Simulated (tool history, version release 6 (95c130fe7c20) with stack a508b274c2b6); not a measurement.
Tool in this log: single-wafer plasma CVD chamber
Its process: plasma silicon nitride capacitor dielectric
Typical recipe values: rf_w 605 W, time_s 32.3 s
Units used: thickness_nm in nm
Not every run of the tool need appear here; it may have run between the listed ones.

| run | hour | rf_w | time_s | wafers since the last listed run | hours since the last RF generator calibration | hours since the showerhead was replaced | hours since the gauge calibration | read-back reference wafer on the same gauge, thickness_nm | thickness_nm |
|---|---|---|---|---|---|---|---|---|---|
| 1 | 0.0 | 605 | 36.8 | 0 | 522.8 | 6492.5 | 112.3 | 56.111 | 59.880 |
| 2 | 17.3 | 605 | 36.8 | 337 | 540.1 | 6509.8 | 129.6 | 56.124 | 59.378 |
| 3 | 33.8 | 605 | 36.8 | 321 | 556.6 | 6526.3 | 146.1 | 56.047 | 59.603 |
| 4 | 47.2 | 605 | 32.3 | 261 | 570.0 | 6539.7 | 159.5 | 56.091 | 52.274 |
| 5 | 83.0 | 605 | 32.3 | 697 | 605.8 | 6575.5 | 195.3 | 56.057 | 52.309 |
| 6 | 102.9 | 695 | 29.6 | 387 | 625.7 | 6595.4 | 215.2 | 56.112 | 50.131 |
| 7 | 134.2 | 695 | 29.6 | 610 | 657.0 | 6626.7 | 246.5 | 55.990 | 50.057 |
| 8 | 148.5 | 695 | 29.6 | 278 | 671.3 | 6641.0 | 260.8 | 56.113 | 49.902 |
| 9 | 169.6 | 605 | 32.3 | 411 | 692.4 | 6662.1 | 281.9 | 56.133 | 51.892 |
| 10 | 188.2 | 605 | 29.5 | 362 | 711.0 | 6680.7 | 300.5 | 56.035 | 47.261 |
| 11 | 212.7 | 605 | 29.5 | 477 | 735.5 | 6705.2 | 325.0 | 56.133 | 47.213 |
| 12 | 238.0 | 605 | 29.5 | 493 | 760.8 | 6730.5 | 350.3 | 55.978 | 47.583 |
| 13 | 265.9 | 605 | 32.3 | 543 | 788.7 | 6758.4 | 378.2 | 56.103 | 51.796 |
| 14 | 281.8 | 605 | 32.3 | 309 | 804.6 | 6774.3 | 394.1 | 56.076 | 51.987 |
| 15 | 302.2 | 605 | 32.3 | 397 | 825.0 | 6794.7 | 414.5 | 56.143 | 52.111 |
| 16 | 315.7 | 605 | 32.3 | 263 | 838.5 | 6808.2 | 428.0 | 56.214 | 51.730 |
| 17 | 329.5 | 605 | 32.3 | 269 | 852.3 | 6822.0 | 441.8 | 56.185 | 51.543 |
| 18 | 355.2 | 495 | 34.9 | 501 | 878.0 | 6847.7 | 467.5 | 56.138 | 51.950 |
| 19 | 384.1 | 605 | 32.3 | 563 | 906.9 | 6876.6 | 496.4 | 56.071 | 51.625 |
| 20 | 420.0 | 605 | 32.3 | 699 | 942.8 | 6912.5 | 532.3 | 56.133 | 51.493 |
| 21 | 436.6 | 560 | 32.3 | 323 | 959.4 | 6929.1 | 548.9 | 56.115 | 50.157 |
|  | 459.1 | showerhead replaced |
| 22 | 461.4 | 655 | 32.3 | 327 | 984.2 | 2.3 | 573.7 | 56.033 | 52.854 |
| 23 | 492.6 | 650 | 27.7 | 608 | 1015.4 | 33.5 | 604.9 | 56.032 | 44.943 |
| 24 | 521.3 | 605 | 32.3 | 559 | 1044.1 | 62.2 | 633.6 | 56.039 | 51.447 |
| 25 | 551.5 | 555 | 35.7 | 588 | 1074.3 | 92.4 | 663.8 | 56.107 | 54.928 |
| 26 | 571.9 | 545 | 38.5 | 397 | 1094.7 | 112.8 | 684.2 | 56.004 | 58.460 |
|  | 575.8 | gauge calibrated |
| 27 | 605.8 | 605 | 32.3 | 660 | 1128.6 | 146.7 | 30.0 | 56.052 | 50.722 |
|  | 620.5 | RF generator calibrated |
| 28 | 632.6 | 520 | 30.4 | 366 | 12.1 | 173.5 | 56.8 | 56.131 | 47.191 |
| 29 | 703.5 | 565 | 35.3 | 1382 | 83.0 | 244.4 | 127.7 | 56.092 | 56.176 |
| 30 | 733.9 | 605 | 32.3 | 592 | 113.4 | 274.8 | 158.1 | 56.090 | 52.757 |
| 31 | 761.8 | 605 | 32.3 | 543 | 141.3 | 302.7 | 186.0 | 56.187 | 52.739 |
| 32 | 785.2 | 660 | 37.6 | 456 | 164.7 | 326.1 | 209.4 | 56.150 | 63.040 |
| 33 | 803.1 | 605 | 32.3 | 348 | 182.6 | 344.0 | 227.3 | 56.141 | 53.289 |
| 34 | 817.7 | 525 | 28.1 | 284 | 197.2 | 358.6 | 241.9 | 56.019 | 43.621 |

What if the next run were any one of these 4? Each begins from the tool's condition after run 34:
| A | 818.1 | 495 | 32.3 | 7 | 197.6 | 359.0 | 242.3 | ? | ? |
| B | 818.1 | 605 | 38.6 | 7 | 197.6 | 359.0 | 242.3 | ? | ? |
| C | 818.1 | 530 | 30.4 | 7 | 197.6 | 359.0 | 242.3 | ? | ? |
| D | 818.1 | 605 | 33.9 | 7 | 197.6 | 359.0 | 242.3 | ? | ? |

| run | read-back reference wafer on the same gauge, thickness_nm | thickness_nm |
|---|---|---|
| A | 56.018 | 49.624 |
| B | 56.018 | 63.446 |
| C | 56.018 | 47.800 |
| D | 56.018 | 55.721 |
Without the tool's unlogged condition, the same runs would have read:
| run | thickness_nm |
|---|---|
| A | 49.754 |
| B | 63.612 |
| C | 47.926 |
| D | 55.867 |
